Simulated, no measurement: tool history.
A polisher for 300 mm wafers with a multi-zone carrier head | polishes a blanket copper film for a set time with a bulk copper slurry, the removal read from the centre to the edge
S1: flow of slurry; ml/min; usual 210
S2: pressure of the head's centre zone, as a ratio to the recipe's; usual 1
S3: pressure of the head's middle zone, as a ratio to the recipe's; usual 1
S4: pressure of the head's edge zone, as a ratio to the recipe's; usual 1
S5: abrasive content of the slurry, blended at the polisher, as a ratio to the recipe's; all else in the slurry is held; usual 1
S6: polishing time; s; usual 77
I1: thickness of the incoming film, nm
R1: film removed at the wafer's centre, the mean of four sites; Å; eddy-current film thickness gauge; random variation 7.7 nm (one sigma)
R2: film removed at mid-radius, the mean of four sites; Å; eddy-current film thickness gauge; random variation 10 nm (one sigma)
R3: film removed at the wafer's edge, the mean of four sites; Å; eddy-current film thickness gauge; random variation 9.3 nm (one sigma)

run 1 day=0 | S1=165 S2=1 S3=1 S4=1.05 S5=1 S6=77 | I1=4058.6 | R1=6676 R2=6389 R3=6841
run 2 day=1.062 | S1=210 S2=1 S3=1 S4=1 S5=1 S6=77 | I1=4044 | R1=6827 R2=6643 R3=6720
run 3 day=3.392 | S1=210 S2=1 S3=1 S4=1 S5=1 S6=77 | I1=4029.5 | R1=6676 R2=6540 R3=6691
-- day=4.425 worn pad replaced by a new one
run 4 day=5.233 | S1=240 S2=1 S3=1 S4=1 S5=1.2 S6=77 | I1=4096.6 | R1=7497 R2=7556 R3=7447
-- day=5.892 slurry nozzle cleaned
run 5 day=7.55 | S1=240 S2=1 S3=1 S4=1 S5=1.2 S6=77 | I1=3947 | R1=7322 R2=7326 R3=7042
run 6 day=8.625 | S1=210 S2=1 S3=1 S4=1 S5=1 S6=77 | I1=4080.7 | R1=6735 R2=6756 R3=6895
-- day=9.679 edge zone pressure recalibrated
run 7 day=10.796 | S1=210 S2=1 S3=1 S4=1 S5=1.2 S6=84 | I1=4044.1 | R1=7442 R2=7413 R3=7752
run 8 day=13.788 | S1=155 S2=1 S3=0.94 S4=1 S5=1 S6=89 | I1=3948.8 | R1=7415 R2=6795 R3=7399
run 9 day=16.275 | S1=210 S2=1.09 S3=0.94 S4=1 S5=0.85 S6=56 | I1=4035.2 | R1=4969 R2=4389 R3=4724
-- day=16.992 carrier head's membrane replaced by a new one
-- day=17.638 worn pad replaced by a new one
run 10 day=18.075 | S1=210 S2=1.09 S3=0.94 S4=1 S5=0.85 S6=56 | I1=4058.1 | R1=5505 R2=4732 R3=5110
-- day=18.767 slurry nozzle cleaned
run 11 day=19.117 | S1=210 S2=1.11 S3=1 S4=1 S5=1 S6=58 | I1=3982 | R1=5908 R2=5301 R3=5378
run 12 day=20.671 | S1=210 S2=0.9 S3=0.94 S4=1 S5=1.25 S6=67 | I1=3983.5 | R1=5564 R2=5834 R3=6322
run 13 day=22.183 | S1=210 S2=0.92 S3=1 S4=1 S5=1 S6=77 | I1=4052.4 | R1=6377 R2=6817 R3=6910
run 14 day=23.271 | S1=260 S2=1 S3=1 S4=0.93 S5=1 S6=77 | I1=3954.9 | R1=6901 R2=6841 R3=6801
run 15 day=25.554 | S1=180 S2=0.89 S3=0.96 S4=1 S5=0.75 S6=77 | I1=3980.3 | R1=5406 R2=5945 R3=6244
run 16 day=28.358 | S1=210 S2=1 S3=1 S4=1 S5=1 S6=77 | I1=4097.6 | R1=6615 R2=6666 R3=6837
-- day=30.279 worn pad replaced by a new one
run 17 day=30.696 | S1=155 S2=1 S3=1 S4=1 S5=1 S6=77 | I1=4057.3 | R1=6794 R2=6926 R3=6957
-- day=31.708 slurry nozzle cleaned
run 18 day=33.104 | S1=210 S2=1.07 S3=0.94 S4=1 S5=1 S6=77 | I1=4014 | R1=7350 R2=6483 R3=7065
run 19 day=35.283 | S1=210 S2=0.96 S3=1 S4=1 S5=1.3 S6=77 | I1=4009.2 | R1=6862 R2=7020 R3=7305
-- day=38.712 centre zone pressure recalibrated
run 20 day=39.379 | S1=210 S2=1.06 S3=1.1 S4=1.06 S5=1.3 S6=77 | I1=3961.9 | R1=7601 R2=7849 R3=7449
run 21 day=41.2 | S1=210 S2=1 S3=1 S4=1 S5=1 S6=77 | I1=3991.9 | R1=6564 R2=6813 R3=6744
-- day=42.346 worn pad replaced by a new one
run 22 day=43.033 | S1=210 S2=1 S3=1 S4=1 S5=1 S6=77 | I1=3964.2 | R1=7089 R2=7266 R3=7273

3 ways to go on from here, each from the tool as it stands after run 22. What would each give?
run A day=43.054 | S1=210 S2=1 S3=1 S4=1 S5=1 S6=63 | I1=4030.8 | R1=? R2=? R3=?
run B day=43.054 | S1=210 S2=1 S3=1 S4=1 S5=1.1 S6=77 | I1=4030.8 | R1=? R2=? R3=?
run C day=43.054 | S1=280 S2=1 S3=0.96 S4=1 S5=1 S6=77 | I1=4030.8 | R1=? R2=? R3=?

run=A R1=5874 R2=5816 R3=6042
run=B R1=7331 R2=7258 R3=7540
run=C R1=7434 R2=7088 R3=7566
Without the tool's hidden state the same runs would have given:
run=A R1=5962 R2=5903 R3=6132
run=B R1=7441 R2=7367 R3=7653
run=C R1=7545 R2=7194 R3=7679
